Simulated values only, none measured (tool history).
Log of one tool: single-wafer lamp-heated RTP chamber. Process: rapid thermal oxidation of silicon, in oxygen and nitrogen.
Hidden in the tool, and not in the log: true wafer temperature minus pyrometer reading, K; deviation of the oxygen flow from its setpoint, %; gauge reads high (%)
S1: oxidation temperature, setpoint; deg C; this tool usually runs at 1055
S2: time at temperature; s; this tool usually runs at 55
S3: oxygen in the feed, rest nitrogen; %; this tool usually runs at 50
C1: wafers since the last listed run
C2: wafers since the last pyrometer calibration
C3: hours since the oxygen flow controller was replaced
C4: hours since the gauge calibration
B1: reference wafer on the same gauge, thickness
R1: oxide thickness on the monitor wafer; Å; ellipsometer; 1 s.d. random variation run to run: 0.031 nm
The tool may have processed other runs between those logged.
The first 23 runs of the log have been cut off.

At hour 2016.1: pyrometer window cleaned and pyrometer calibrated.
Run 24, hour 2020.8: usual settings but S1 1080 deg C, S2 41 s, S3 40 %; C1 810; C2 60; C3 2789.3; C4 1475.9; B1 8.48. Result: R1 67.66 Å.
Run 25, hour 2067.7: usual settings; C1 600; C2 660; C3 2836.2; C4 1522.8; B1 8.454. Result: R1 70.18 Å.
Run 26, hour 2161.3: usual settings but S1 1033 deg C, S3 37 %; C1 1197; C2 1858; C3 2929.8; C4 1616.4; B1 8.457. Result: R1 55.14 Å.
Run 27, hour 2232: usual settings but S1 1084 deg C, S3 31 %; C1 904; C2 2763; C3 3000.5; C4 1687.1; B1 8.476. Result: R1 72.96 Å.
At hour 2301: oxygen flow controller replaced.
Run 28, hour 2303.8: usual settings but S3 36 %; C1 816; C2 3579; C3 2.8; C4 1758.9; B1 8.447. Result: R1 63.1 Å.
Run 29, hour 2364.6: usual settings but S1 1081 deg C, S2 39 s; C1 778; C2 4358; C3 63.6; C4 1819.7; B1 8.447. Result: R1 71.71 Å.
Run 30, hour 2467.5: usual settings but S1 1037 deg C, S3 60 %; C1 1317; C2 5675; C3 166.5; C4 1922.6; B1 8.432. Result: R1 66.4 Å.
Run 31, hour 2515.6: usual settings; C1 615; C2 6290; C3 214.6; C4 1970.7; B1 8.439. Result: R1 70.29 Å.
Run 32, hour 2837.5: usual settings but S1 1031 deg C, S3 58 %; C1 4119; C2 10410; C3 536.5; C4 2292.6; B1 8.412. Result: R1 62.47 Å.
Run 33, hour 2909: usual settings but S1 1045 deg C, S2 41 s, S3 66 %; C1 915; C2 11325; C3 608; C4 2364.1; B1 8.406. Result: R1 63.95 Å.
At hour 2929.6: pyrometer window cleaned and pyrometer calibrated.
Run 34, hour 3200.6: usual settings but S1 1039 deg C, S2 44 s, S3 64 %; C1 3629; C2 3469; C3 899.6; C4 2655.7; B1 8.37. Result: R1 62.42 Å.
Run 35, hour 3267.5: usual settings but S2 63 s, S3 21 %; C1 856; C2 4325; C3 966.5; C4 2722.6; B1 8.359. Result: R1 55.24 Å.
Run 36, hour 3321.5: usual settings but S3 71 %; C1 691; C2 5016; C3 1020.5; C4 2776.6; B1 8.385. Result: R1 78.98 Å.
Run 37, hour 3376.6: usual settings; C1 705; C2 5721; C3 1075.6; C4 2831.7; B1 8.35. Result: R1 70.02 Å.

Each row is a separate what-if for the run after 37, all from the same tool condition, not one after another. Results?
Run A, hour 3377: usual settings but S2 70 s; C1 5; C2 5726; C3 1076; C4 2832.1; B1 ?. Result: R1 ?.
Run B, hour 3377: usual settings but S1 1039 deg C, S2 78 s; C1 5; C2 5726; C3 1076; C4 2832.1; B1 ?. Result: R1 ?.
Run C, hour 3377: usual settings but S1 1033 deg C, S2 43 s, S3 40 %; C1 5; C2 5726; C3 1076; C4 2832.1; B1 ?. Result: R1 ?.
Run D, hour 3377: usual settings but S1 1043 deg C, S2 36 s, S3 27 %; C1 5; C2 5726; C3 1076; C4 2832.1; B1 ?. Result: R1 ?.

run    B1     R1
  A  8.35  77.65
  B  8.35  73.03
  C  8.35  50.17
  D  8.35  43.84
What these runs would have given with no unlogged condition in the tool:
run     R1
  A  78.94
  B  74.25
  C  51.01
  D  44.57

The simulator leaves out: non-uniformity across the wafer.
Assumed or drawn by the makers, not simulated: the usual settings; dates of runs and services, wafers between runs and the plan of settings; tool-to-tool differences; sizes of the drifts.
